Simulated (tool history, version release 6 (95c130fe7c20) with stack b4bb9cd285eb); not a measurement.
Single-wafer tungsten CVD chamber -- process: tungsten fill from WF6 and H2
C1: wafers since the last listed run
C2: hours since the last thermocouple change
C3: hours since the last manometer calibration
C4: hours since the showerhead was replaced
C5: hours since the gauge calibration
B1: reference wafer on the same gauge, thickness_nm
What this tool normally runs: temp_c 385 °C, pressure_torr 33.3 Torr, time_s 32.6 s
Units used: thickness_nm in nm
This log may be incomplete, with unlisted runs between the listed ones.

Run 1, hour 0: usual settings; C1 0; C2 2608.3; C3 762.3; C4 4202; C5 131.2; B1 72.264. Result: thickness_nm 72.669 nm.
Run 2, hour 27.7: usual settings; C1 432; C2 2636; C3 790; C4 4229.7; C5 158.9; B1 72.301. Result: thickness_nm 72.722 nm.
Run 3, hour 50.3: usual settings but pressure_torr 37.8 Torr; C1 352; C2 2658.6; C3 812.6; C4 4252.3; C5 181.5; B1 72.492. Result: thickness_nm 79.092 nm.
Run 4, hour 79.6: usual settings but pressure_torr 37.8 Torr; C1 456; C2 2687.9; C3 841.9; C4 4281.6; C5 210.8; B1 72.512. Result: thickness_nm 78.925 nm.
Run 5, hour 97.1: usual settings but pressure_torr 37.8 Torr; C1 272; C2 2705.4; C3 859.4; C4 4299.1; C5 228.3; B1 72.533. Result: thickness_nm 78.737 nm.
At hour 130: showerhead replaced.
Run 6, hour 130.5: usual settings but temp_c 396 °C; C1 396; C2 2738.8; C3 892.8; C4 0.5; C5 261.7; B1 72.443. Result: thickness_nm 93.345 nm.
Run 7, hour 137.2: usual settings but temp_c 396 °C; C1 104; C2 2745.5; C3 899.5; C4 7.2; C5 268.4; B1 72.538. Result: thickness_nm 92.612 nm.
Run 8, hour 153.5: usual settings but temp_c 396 °C; C1 254; C2 2761.8; C3 915.8; C4 23.5; C5 284.7; B1 72.58. Result: thickness_nm 92.219 nm.
Run 9, hour 180.2: usual settings but temp_c 391 °C, pressure_torr 27.5 Torr; C1 416; C2 2788.5; C3 942.5; C4 50.2; C5 311.4; B1 72.631. Result: thickness_nm 72.341 nm.
At hour 195.8: gauge calibrated.
At hour 201.5: thermocouple changed; heater temperature recalibrated.
Run 10, hour 202: usual settings but temp_c 396 °C; C1 215; C2 0.5; C3 964.3; C4 72; C5 6.2; B1 71.523. Result: thickness_nm 91.133 nm.
Run 11, hour 221.3: usual settings but temp_c 375 °C, pressure_torr 29.7 Torr; C1 301; C2 19.8; C3 983.6; C4 91.3; C5 25.5; B1 71.749. Result: thickness_nm 52.436 nm.
Run 12, hour 237.9: usual settings but temp_c 392 °C, pressure_torr 37.8 Torr; C1 258; C2 36.4; C3 1000.2; C4 107.9; C5 42.1; B1 71.89. Result: thickness_nm 91.519 nm.
Run 13, hour 251.8: usual settings but temp_c 392 °C, pressure_torr 30.5 Torr, time_s 34.3 s; C1 216; C2 50.3; C3 1014.1; C4 121.8; C5 56; B1 71.912. Result: thickness_nm 83.604 nm.
At hour 281.2: capacitance manometer re-zeroed and calibrated.
Run 14, hour 326.3: usual settings but pressure_torr 38.8 Torr, time_s 34.7 s; C1 1037; C2 124.8; C3 45.1; C4 196.3; C5 130.5; B1 72.242. Result: thickness_nm 85.342 nm.
Run 15, hour 352.8: usual settings; C1 413; C2 151.3; C3 71.6; C4 222.8; C5 157; B1 72.303. Result: thickness_nm 72.387 nm.
Run 16, hour 371: usual settings but temp_c 372 °C, pressure_torr 35.9 Torr; C1 283; C2 169.5; C3 89.8; C4 241; C5 175.2; B1 72.341. Result: thickness_nm 56.22 nm.
Run 17, hour 391.3: usual settings but time_s 34.6 s; C1 316; C2 189.8; C3 110.1; C4 261.3; C5 195.5; B1 72.429. Result: thickness_nm 77.371 nm.

Predict each of these 3 candidate next runs independently; none follows another, all start after run 17:
Run A, hour 391.7: usual settings but pressure_torr 27.3 Torr; C1 6; C2 190.2; C3 110.5; C4 261.7; C5 195.9; B1 ?. Result: thickness_nm ?.
Run B, hour 391.7: usual settings but pressure_torr 27.8 Torr, time_s 29.9 s; C1 6; C2 190.2; C3 110.5; C4 261.7; C5 195.9; B1 ?. Result: thickness_nm ?.
Run C, hour 391.7: usual settings but time_s 36.9 s; C1 6; C2 190.2; C3 110.5; C4 261.7; C5 195.9; B1 ?. Result: thickness_nm ?.

run      B1  thickness_nm
  A  72.323        62.847
  B  72.323         58.43
  C  72.323        82.229
Stripped of hidden state, with their random variation kept, the same runs would have yielded:
run  thickness_nm
  A        62.275
  B        57.898
  C         81.48
